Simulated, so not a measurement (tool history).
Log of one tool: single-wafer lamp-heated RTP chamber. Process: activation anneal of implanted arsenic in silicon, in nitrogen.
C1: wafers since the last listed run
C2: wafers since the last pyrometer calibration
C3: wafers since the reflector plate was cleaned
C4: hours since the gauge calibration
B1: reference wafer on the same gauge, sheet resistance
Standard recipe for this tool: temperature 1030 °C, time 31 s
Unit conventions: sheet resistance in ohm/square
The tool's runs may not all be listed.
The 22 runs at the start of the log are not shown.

{"run": 23, "day": 29.179, "temperature": 1030, "time": 31, "C1": 351, "C2": 2931, "C3": 2958, "C4": 336.8, "B1": 548.97, "sheet resistance": 484.42}
{"run": 24, "day": 32.046, "temperature": 1001, "time": 37, "C1": 697, "C2": 3628, "C3": 3655, "C4": 405.6, "B1": 548.78, "sheet resistance": 486.79}
{"run": 25, "day": 33.008, "temperature": 1021, "time": 31, "C1": 234, "C2": 3862, "C3": 3890, "C4": 428.7, "B1": 549.31, "sheet resistance": 486.5}
{"run": 26, "day": 33.658, "temperature": 1017, "time": 40, "C1": 158, "C2": 4021, "C3": 4048, "C4": 444.3, "B1": 549.02, "sheet resistance": 484.92}
{"run": 27, "day": 34.883, "temperature": 1030, "time": 31, "C1": 298, "C2": 4319, "C3": 4346, "C4": 473.7, "B1": 548.56, "sheet resistance": 483.84}
{"day": 35.267, "done": "pyrometer window cleaned and pyrometer calibrated"}
{"run": 28, "day": 35.746, "temperature": 1040, "time": 39, "C1": 128, "C2": 116, "C3": 4475, "C4": 494.4, "B1": 549.01, "sheet resistance": 479.55}
{"run": 29, "day": 36.85, "temperature": 1004, "time": 46, "C1": 268, "C2": 385, "C3": 4743, "C4": 520.9, "B1": 549.38, "sheet resistance": 484.67}
{"run": 30, "day": 37.992, "temperature": 1030, "time": 31, "C1": 277, "C2": 662, "C3": 5021, "C4": 548.3, "B1": 549.09, "sheet resistance": 485.04}
{"run": 31, "day": 38.933, "temperature": 1040, "time": 16, "C1": 229, "C2": 892, "C3": 5250, "C4": 570.9, "B1": 548.87, "sheet resistance": 486.37}
{"run": 32, "day": 40.225, "temperature": 1038, "time": 16, "C1": 314, "C2": 1206, "C3": 5564, "C4": 601.9, "B1": 548.52, "sheet resistance": 488.12}
{"run": 33, "day": 40.812, "temperature": 1042, "time": 46, "C1": 142, "C2": 1349, "C3": 5707, "C4": 616.0, "B1": 549.01, "sheet resistance": 479.02}
{"run": 34, "day": 42.129, "temperature": 1005, "time": 23, "C1": 320, "C2": 1669, "C3": 6028, "C4": 647.6, "B1": 549.21, "sheet resistance": 488.44}
{"run": 35, "day": 43.388, "temperature": 1030, "time": 31, "C1": 306, "C2": 1975, "C3": 6334, "C4": 677.8, "B1": 548.64, "sheet resistance": 484.76}
{"run": 36, "day": 46.679, "temperature": 1000, "time": 21, "C1": 800, "C2": 2776, "C3": 7134, "C4": 756.8, "B1": 548.69, "sheet resistance": 489.04}
{"run": 37, "day": 47.262, "temperature": 1005, "time": 24, "C1": 141, "C2": 2918, "C3": 7276, "C4": 770.8, "B1": 548.95, "sheet resistance": 490.26}

Here are 4 independent what-if runs from the current tool condition. What would each one return?
{"run": "A", "day": 47.279, "temperature": 1030, "time": 31, "C1": 4, "C2": 2922, "C3": 7280, "C4": 771.2, "B1": "?", "sheet resistance": "?"}
{"run": "B", "day": 47.279, "temperature": 1011, "time": 26, "C1": 4, "C2": 2922, "C3": 7280, "C4": 771.2, "B1": "?", "sheet resistance": "?"}
{"run": "C", "day": 47.279, "temperature": 1018, "time": 49, "C1": 4, "C2": 2922, "C3": 7280, "C4": 771.2, "B1": "?", "sheet resistance": "?"}
{"run": "D", "day": 47.279, "temperature": 1039, "time": 31, "C1": 4, "C2": 2922, "C3": 7280, "C4": 771.2, "B1": "?", "sheet resistance": "?"}

run=A B1=549.23 sheet_resistance=484.70
run=B B1=549.23 sheet_resistance=488.35
run=C B1=549.23 sheet_resistance=483.25
run=D B1=549.23 sheet_resistance=483.06
Without the tool's unlogged condition, the same runs would have read:
run=A sheet_resistance=484.70
run=B sheet_resistance=488.35
run=C sheet_resistance=483.25
run=D sheet_resistance=483.06
